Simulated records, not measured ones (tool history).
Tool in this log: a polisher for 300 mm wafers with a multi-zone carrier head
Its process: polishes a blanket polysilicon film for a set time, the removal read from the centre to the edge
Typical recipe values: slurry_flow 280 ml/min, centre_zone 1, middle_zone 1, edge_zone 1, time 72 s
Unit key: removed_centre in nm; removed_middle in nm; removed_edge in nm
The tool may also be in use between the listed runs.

run   hour  slurry_flow  centre_zone  middle_zone  edge_zone  time  incoming thickness of the incoming film, nm  removed_centre  removed_middle  removed_edge
  1      0          280            1            1          1    72                                       2065.1           700.1           744.1         766.1
  2   21.1          280            1            1          1    72                                       2102.3           706.1           741.4         759.3
  3   33.5          280            1            1          1    72                                       2109.6             705           755.6           751
  4   39.9          280            1         1.07          1    72                                       2090.9           703.8             786         745.7
  5   47.7          280            1         1.07          1    72                                       2064.8           705.7           788.8           760
      63.7  -- worn pad replaced by a new one
  6   64.2          280            1         1.07          1    72                                       2088.4           683.8           779.2         753.9
      71.5  -- edge zone pressure recalibrated
  7     72          280            1            1          1    72                                       2087.8           705.4           748.9         752.3
  8   78.9          280            1            1          1    72                                       2069.2             687           733.3         764.6
  9   91.9          280            1            1          1    72                                       2115.3           693.7           734.8         753.5
 10  103.1          280            1            1          1    72                                       2096.4           693.6           708.4         743.9
 11    115          330         0.96            1          1    72                                       2075.3           693.4           770.7         761.9
 12  128.4          185            1            1       0.92    72                                       2078.2             607           654.8         688.8
     134.3  -- worn pad replaced by a new one
 13  134.7          280            1            1       1.11    72                                         2103           691.7           742.5         748.2
 14  147.5          280            1            1          1    72                                       2051.7           683.7           735.4         750.5
     181.3  -- centre zone pressure recalibrated
     193.7  -- slurry nozzle cleaned
     195.3  -- carrier head's membrane replaced by a new one
     202.3  -- worn pad replaced by a new one
 15  202.8          280            1            1          1    72                                       2099.6           756.9           793.9         776.6
 16  208.2          280            1            1          1    80                                       2066.8           829.4           888.3         883.1
 17  214.6          280         1.08         0.89          1    72                                       2088.3           800.7           699.4         790.8
 18    232          280            1          0.9        0.9    72                                       2095.3           752.7           716.2         774.1
 19  245.8          280         1.07         0.94          1    59                                       2088.3           664.3           612.7         662.3
 20  259.7          280            1            1          1    72                                       2060.1           747.8           791.6         769.6
     267.6  -- worn pad replaced by a new one
 21  273.1          280            1            1          1    72                                       2114.7           748.4           786.1         791.3

Each run again, without the hidden state but with its own random variation kept:
Unlogged tool condition in this case: removal rate lost through wear of the pad, %; slurry flow missing at the pad, %; deviation of the centre zone's pressure from its setpoint, %; deviation of the edge zone's pressure from its setpoint, %.
run  removed_centre  removed_middle  removed_edge
  1           747.6           789.1         800.5
  2           756.5           788.6         795.1
  3           756.9           805.1         787.5
  4           756.4           838.3         782.4
  5           759.4           842.2         798.1
  6             738           834.1         793.1
  7           762.3           802.6         792.1
  8           743.3           786.7         805.7
  9           752.4             790         795.2
 10           753.8             763         786.1
 11           744.7           821.6         799.6
 12           698.5           740.4         751.1
 13           756.3             804         793.8
 14           749.4           798.2         797.5
 15           757.5           794.4           777
 16           830.3           889.1         883.7
 17           801.9           700.3         791.6
 18           754.7           717.9         775.5
 19           666.6           614.6         663.9
 20           751.2           794.8           772
 21           752.4           789.9         794.2
